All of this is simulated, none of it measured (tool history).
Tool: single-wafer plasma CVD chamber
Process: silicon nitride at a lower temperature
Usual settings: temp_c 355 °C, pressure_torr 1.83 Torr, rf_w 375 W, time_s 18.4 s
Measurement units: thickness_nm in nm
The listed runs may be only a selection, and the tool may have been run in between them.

run   hour  temp_c  pressure_torr  rf_w  time_s  wafers since the last listed run  hours since the last thermocouple change  hours since the last RF generator calibration  hours since the last manometer calibration  hours since the showerhead was replaced  hours since the gauge calibration  read-back reference wafer on the same gauge, thickness_nm  thickness_nm
  1      0     346           1.83   375    18.4                                 0                                    1065.5                                          784.4                                      2014.9                                   3417.4                              781.3                                                     22.817        24.385
  2   19.3     346           1.83   375    18.4                               429                                    1084.8                                          803.7                                      2034.2                                   3436.7                              800.6                                                     22.787        24.302
  3   45.4     346           1.83   375    18.4                               580                                    1110.9                                          829.8                                      2060.3                                   3462.8                              826.7                                                     22.812        24.124
  4   75.7     355           1.83   320    18.4                               674                                    1141.2                                          860.1                                      2090.6                                   3493.1                                857                                                      22.78        21.002
  5  157.5     355           1.83   320    18.4                              1820                                      1223                                          941.9                                      2172.4                                   3574.9                              938.8                                                     22.821        20.755
  6  181.2     355           1.83   320    18.4                               527                                    1246.7                                          965.6                                      2196.1                                   3598.6                              962.5                                                     22.833        20.472
  7  196.7     355           1.83   375    18.4                               344                                    1262.2                                          981.1                                      2211.6                                   3614.1                                978                                                     22.806        24.252
     201.4  -- gauge calibrated
  8  230.8     355           1.83   375    18.4                               758                                    1296.3                                         1015.2                                      2245.7                                   3648.2                               29.4                                                     22.772         24.23
  9  249.9     355           1.83   375    18.4                               425                                    1315.4                                         1034.3                                      2264.8                                   3667.3                               48.5                                                     22.739        24.095
 10  285.1     355           1.83   375    18.4                               783                                    1350.6                                         1069.5                                        2300                                   3702.5                               83.7                                                     22.811         23.99
 11    300     355           1.83   375    18.4                               331                                    1365.5                                         1084.4                                      2314.9                                   3717.4                               98.6                                                     22.845        23.981
 12  314.7     355           1.83   375    18.4                               327                                    1380.2                                         1099.1                                      2329.6                                   3732.1                              113.3                                                     22.819        24.242
 13  333.2     355           1.83   375    18.4                               411                                    1398.7                                         1117.6                                      2348.1                                   3750.6                              131.8                                                     22.825        23.928
     358.9  -- thermocouple changed; heater temperature recalibrated
     368.7  -- RF generator calibrated
 14  369.2     347           1.67   375    21.9                               445                                      10.3                                            0.5                                      2384.1                                   3786.6                              167.8                                                     22.778        29.123
 15  385.6     355           1.83   375    18.4                               365                                      26.7                                           16.9                                      2400.5                                     3803                              184.2                                                     22.783        25.193
       426  -- showerhead replaced
 16  426.5     363           2.18   375    18.4                               732                                      67.6                                           57.8                                      2441.4                                      0.5                              225.1                                                     22.795        26.524
 17  453.3     362           1.83   375    17.1                               596                                      94.4                                           84.6                                      2468.2                                     27.3                              251.9                                                     22.854        23.165
 18    484     355           1.45   375    18.4                               683                                     125.1                                          115.3                                      2498.9                                       58                              282.6                                                     22.832        23.144
 19  515.9     355           2.08   420    18.4                               709                                       157                                          147.2                                      2530.8                                     89.9                              314.5                                                     22.841        28.859
 20  532.3     351           1.46   325    15.6                               365                                     173.4                                          163.6                                      2547.2                                    106.3                              330.9                                                      22.79        17.297
       543  -- capacitance manometer re-zeroed and calibrated
 21  544.5     355           1.83   375    17.1                                93                                     185.6                                          175.8                                         1.5                                    118.5                              343.1                                                     22.851        23.299
 22    558     355           1.83   420    18.4                               300                                     199.1                                          189.3                                          15                                      132                              356.6                                                     22.825        27.544
 23  591.7     355           1.83   375    18.4                               750                                     232.8                                            223                                        48.7                                    165.7                              390.3                                                     22.804        25.077
 24  617.6     346           1.83   375    18.4                               576                                     258.7                                          248.9                                        74.6                                    191.6                              416.2                                                     22.785        25.088
 25  644.7     355           1.83   375      22                               603                                     285.8                                            276                                       101.7                                    218.7                              443.3                                                     22.768        29.798
 26  676.3     355           1.83   375    18.4                               703                                     317.4                                          307.6                                       133.3                                    250.3                              474.9                                                     22.868        25.103
 27  705.1     355           1.83   375    19.5                               641                                     346.2                                          336.4                                       162.1                                    279.1                              503.7                                                     22.824        26.379
 28    731     363           2.27   355    20.7                               576                                     372.1                                          362.3                                         188                                      305                              529.6                                                     22.788        28.458
 29  750.6     348           1.83   340    15.1                               436                                     391.7                                          381.9                                       207.6                                    324.6                              549.2                                                       22.8        18.788

Selected run-to-run steps in thickness_nm, each split into two signed amounts: the part the tool would show with no hidden state at all (from settings, incoming material and random variation), and the remainder, which goes to the hidden state together with any gauge scatter not common to the measured and the hidden-state-free results:
The hidden state here: wafer temperature above the value expected at the setpoint (K); delivered RF power above the setpoint (%); true pressure above the setpoint (%); gauge reads high (%).
Run 13 -> 14: temp_c 355 -> 347, pressure_torr 1.83 -> 1.67, time_s 18.4 -> 21.9, thermocouple changed; heater temperature recalibrated, RF generator calibrated. thickness_nm +5.195 nm: hidden state +1.225, all else +3.97.
Run 19 -> 20: temp_c 355 -> 351, pressure_torr 2.08 -> 1.46, rf_w 420 -> 325, time_s 18.4 -> 15.6. thickness_nm -11.562 nm: hidden state +0.095, all else -11.657.
Run 28 -> 29: temp_c 363 -> 348, pressure_torr 2.27 -> 1.83, rf_w 355 -> 340, time_s 20.7 -> 15.1. thickness_nm -9.67 nm: hidden state +0.189, all else -9.859.

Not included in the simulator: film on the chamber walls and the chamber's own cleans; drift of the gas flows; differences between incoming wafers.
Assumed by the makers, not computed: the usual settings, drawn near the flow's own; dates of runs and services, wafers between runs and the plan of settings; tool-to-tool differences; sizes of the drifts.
